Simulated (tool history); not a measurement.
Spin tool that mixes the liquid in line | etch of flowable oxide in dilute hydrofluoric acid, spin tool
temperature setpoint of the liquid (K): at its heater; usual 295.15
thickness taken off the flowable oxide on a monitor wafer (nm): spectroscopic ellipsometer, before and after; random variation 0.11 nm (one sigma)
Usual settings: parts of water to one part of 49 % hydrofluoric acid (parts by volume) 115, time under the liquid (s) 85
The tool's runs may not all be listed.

run,hour,temperature setpoint of the liquid (K),parts of water to one part of 49 % hydrofluoric acid (parts by volume),time under the liquid (s),"read-back film thickness of the flowable oxide reference wafer, read on the same gauge (nm)",thickness taken off the flowable oxide on a monitor wafer (nm)
1,0,292.65,115,85,149.98,17.51
# hour 15.3: gauge calibrated
2,31.4,295.15,90,85,149.98,25.4
3,78.4,295.15,90,85,150,25.78
4,110.7,295.15,90,85,149.96,25.78
# hour 112.1: hydrofluoric acid flow meter replaced
# hour 122.2: thermometer replaced
5,128.4,295.15,85,85,150.04,25.99
6,154.4,295.15,85,85,150.02,26.14
7,173.8,295.15,115,85,150.01,18.64
8,191,291.15,135,50,149.98,7.85
9,217,291.65,80,55,149.95,15.72
10,237.9,295.15,115,130,149.97,28.73
# hour 261: gauge calibrated
11,272.3,291.15,115,65,149.99,12.4
12,297,295.15,65,85,150.01,35.76
13,318,295.15,115,85,150.04,19.2
14,341.8,295.15,115,85,150,19.14

4 ways to go on from here, each from the tool as it stands after run 14. What would each give?
A,342.2,295.15,115,85,?,?
B,342.2,297.65,115,85,?,?
C,342.2,295.15,160,85,?,?
D,342.2,295.15,95,85,?,?

run,"read-back film thickness of the flowable oxide reference wafer, read on the same gauge (nm)",thickness taken off the flowable oxide on a monitor wafer (nm)
A,149.98,19.13
B,149.98,21.11
C,149.98,13.09
D,149.98,23.68
Without the tool's hidden state the same runs would have given:
run,thickness taken off the flowable oxide on a monitor wafer (nm)
A,18.42
B,20.33
C,12.59
D,22.82
